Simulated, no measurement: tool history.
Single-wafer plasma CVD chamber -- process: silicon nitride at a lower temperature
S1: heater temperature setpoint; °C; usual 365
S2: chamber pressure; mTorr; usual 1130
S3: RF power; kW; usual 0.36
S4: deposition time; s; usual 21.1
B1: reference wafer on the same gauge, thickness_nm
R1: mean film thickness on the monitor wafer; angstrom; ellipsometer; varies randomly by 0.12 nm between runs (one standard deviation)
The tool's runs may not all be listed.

run,day,S1,S2,S3,S4,B1,R1
1,0,365,1130,0.41,21.1,28.402,255.53
2,0.388,358,1130,0.36,22,28.404,237.9
3,1.033,358,1130,0.36,22,28.382,237.99
4,1.746,365,1130,0.36,21.1,28.396,226.42
5,2.383,365,1130,0.36,21.1,28.364,227.26
# day 2.738: showerhead replaced
6,2.975,365,1130,0.305,21.1,28.399,191.47
# day 3.854: capacitance manometer re-zeroed and calibrated
7,3.875,365,1130,0.36,21.1,28.403,228.41
8,4.238,365,1130,0.36,21.1,28.386,227.54
9,4.717,365,1130,0.36,21.1,28.4,226.26
10,5.133,361,1130,0.34,21.1,28.4,215.22
11,5.438,365,1130,0.36,21.1,28.41,226.45
12,6.033,365,930,0.36,21.1,28.431,219.83
# day 6.646: RF generator calibrated
13,6.696,365,1130,0.36,21.1,28.38,235.17
14,7.329,365,940,0.36,21.1,28.396,231.29
15,8.071,365,1130,0.36,21.1,28.377,236.29
16,8.454,365,1130,0.36,17.6,28.393,196.58
17,8.975,355,970,0.36,18.5,28.405,202.07
18,9.546,376,1060,0.36,24.8,28.428,271.34
19,11.546,370,1130,0.36,21.1,28.43,232.37

Predict the results of run 20:
20,11.942,352,1130,0.36,23.5,?,?

B1: 28.377
R1: 260.43 angstrom
Were there no unlogged condition in the tool, this run, its random variation unchanged, would have produced R1 264.53 angstrom.
